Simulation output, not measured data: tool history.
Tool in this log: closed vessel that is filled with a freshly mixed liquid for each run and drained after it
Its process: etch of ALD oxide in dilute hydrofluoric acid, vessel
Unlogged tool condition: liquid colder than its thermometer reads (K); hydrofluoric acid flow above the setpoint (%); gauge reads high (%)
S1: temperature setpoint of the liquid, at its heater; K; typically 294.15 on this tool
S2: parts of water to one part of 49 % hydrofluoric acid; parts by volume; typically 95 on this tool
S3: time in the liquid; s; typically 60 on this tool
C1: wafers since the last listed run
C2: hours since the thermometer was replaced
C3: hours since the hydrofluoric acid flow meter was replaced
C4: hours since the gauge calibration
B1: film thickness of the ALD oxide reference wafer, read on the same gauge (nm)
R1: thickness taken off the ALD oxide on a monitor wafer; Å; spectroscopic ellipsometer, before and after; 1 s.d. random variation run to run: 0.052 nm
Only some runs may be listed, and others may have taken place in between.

run 1 hour=0.0 | S1=294.15 S2=95 S3=60 | C1=0 C2=987.8 C3=417.7 C4=99.0 | B1=110.00 | R1=85.3
run 2 hour=56.6 | S1=294.15 S2=95 S3=60 | C1=5190 C2=1044.4 C3=474.3 C4=155.6 | B1=109.99 | R1=85.2
run 3 hour=77.7 | S1=294.15 S2=95 S3=35 | C1=1934 C2=1065.5 C3=495.4 C4=176.7 | B1=109.99 | R1=50.0
run 4 hour=103.0 | S1=294.15 S2=95 S3=35 | C1=2320 C2=1090.8 C3=520.7 C4=202.0 | B1=110.01 | R1=49.9
run 5 hour=124.3 | S1=294.15 S2=95 S3=85 | C1=1953 C2=1112.1 C3=542.0 C4=223.3 | B1=110.02 | R1=120.6
run 6 hour=140.7 | S1=294.15 S2=95 S3=85 | C1=1503 C2=1128.5 C3=558.4 C4=239.7 | B1=110.00 | R1=120.8
run 7 hour=157.4 | S1=294.15 S2=95 S3=60 | C1=1531 C2=1145.2 C3=575.1 C4=256.4 | B1=110.01 | R1=84.2
run 8 hour=187.6 | S1=294.15 S2=95 S3=60 | C1=2769 C2=1175.4 C3=605.3 C4=286.6 | B1=109.99 | R1=85.0
-- hour=215.0 thermometer replaced
run 9 hour=217.9 | S1=294.15 S2=95 S3=75 | C1=2686 C2=2.9 C3=635.6 C4=316.9 | B1=110.03 | R1=115.5
run 10 hour=249.8 | S1=294.15 S2=95 S3=60 | C1=2925 C2=34.8 C3=667.5 C4=348.8 | B1=110.01 | R1=93.7
run 11 hour=285.1 | S1=294.15 S2=120 S3=60 | C1=3237 C2=70.1 C3=702.8 C4=384.1 | B1=110.01 | R1=71.3
-- hour=296.8 gauge calibrated
-- hour=303.6 hydrofluoric acid flow meter replaced
run 12 hour=307.4 | S1=294.15 S2=65 S3=60 | C1=1953 C2=92.4 C3=3.8 C4=10.6 | B1=109.98 | R1=134.1
run 13 hour=329.9 | S1=294.15 S2=95 S3=60 | C1=2063 C2=114.9 C3=26.3 C4=33.1 | B1=110.00 | R1=89.1
run 14 hour=345.1 | S1=298.65 S2=95 S3=45 | C1=1393 C2=130.1 C3=41.5 C4=48.3 | B1=110.00 | R1=80.1
run 15 hour=372.8 | S1=297.15 S2=95 S3=50 | C1=2540 C2=157.8 C3=69.2 C4=76.0 | B1=109.99 | R1=83.6
run 16 hour=392.9 | S1=294.15 S2=115 S3=40 | C1=1843 C2=177.9 C3=89.3 C4=96.1 | B1=110.00 | R1=47.4

Entry by entry between the runs, the difference in hidden state between the last listed run before and the first listed run after:
Run 8 -> run 9: thermometer replaced (hour 215.0)
  liquid colder than its thermometer reads (K): 2.16 -> 0.156; hydrofluoric acid flow above the setpoint (%): 3.88 -> 4.06
  measured result minus the result with no hidden state, R1: -4.1 -> +4.2 Å
Run 11 -> run 12: gauge calibrated (hour 296.8); hydrofluoric acid flow meter replaced (hour 303.6)
  liquid colder than its thermometer reads (K): 0.277 -> 0.316; hydrofluoric acid flow above the setpoint (%): 4.45 -> 0.34
  measured result minus the result with no hidden state, R1: +2.7 -> -1.4 Å

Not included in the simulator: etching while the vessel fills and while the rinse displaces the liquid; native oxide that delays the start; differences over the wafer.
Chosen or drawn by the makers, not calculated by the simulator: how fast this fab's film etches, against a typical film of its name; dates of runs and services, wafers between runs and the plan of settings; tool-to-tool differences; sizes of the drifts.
